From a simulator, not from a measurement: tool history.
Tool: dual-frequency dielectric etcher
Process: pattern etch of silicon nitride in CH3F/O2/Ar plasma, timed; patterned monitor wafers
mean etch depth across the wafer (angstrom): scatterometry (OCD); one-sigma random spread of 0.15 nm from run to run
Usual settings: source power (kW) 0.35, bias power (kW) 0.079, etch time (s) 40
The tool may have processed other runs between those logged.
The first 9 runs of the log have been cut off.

run	hour	source power (kW)	bias power (kW)	etch time (s)	read-back reference wafer on the same gauge, depth_nm	mean etch depth across the wafer (angstrom)
10	114.8	0.35	0.079	40	27.03	279.3
# hour 141.4: wet clean of the chamber
11	141.9	0.35	0.079	43	27.04	284.7
12	142.2	0.35	0.079	40	26.98	266.4
13	144.6	0.35	0.079	40	26.98	267.5
14	153.7	0.35	0.079	46	26.97	307.8
# hour 182.7: upper electrode replaced
15	183.2	0.43	0.093	50	26.97	376.4
16	183.5	0.35	0.09	40	27	278.4
17	184.9	0.35	0.079	40	27.02	269.8
18	202.9	0.43	0.065	51	26.98	342.7
19	218.4	0.43	0.06	45	27	297.5
20	236.4	0.31	0.079	37	26.98	239.9
21	251.4	0.38	0.063	32.5	26.97	208.5
# hour 258: bias power generator calibrated
# hour 276.4: source power generator calibrated
22	276.9	0.42	0.079	40	26.99	286
# hour 284: gauge calibrated
23	287.9	0.35	0.079	40	27.04	270.9
24	297.8	0.41	0.069	52	27.02	351
25	314.3	0.31	0.098	47	27.05	330.5
26	326.2	0.28	0.079	40	27.03	256.1

Run 27 is up next; what results do you expect?
27	346.1	0.3	0.063	44.5	?	?

read-back reference wafer on the same gauge, depth_nm: 26.98
mean etch depth across the wafer (angstrom): 270.5
If the tool had no hidden condition, the same run with the same run-to-run variation would have returned mean etch depth across the wafer (angstrom) 263.9.

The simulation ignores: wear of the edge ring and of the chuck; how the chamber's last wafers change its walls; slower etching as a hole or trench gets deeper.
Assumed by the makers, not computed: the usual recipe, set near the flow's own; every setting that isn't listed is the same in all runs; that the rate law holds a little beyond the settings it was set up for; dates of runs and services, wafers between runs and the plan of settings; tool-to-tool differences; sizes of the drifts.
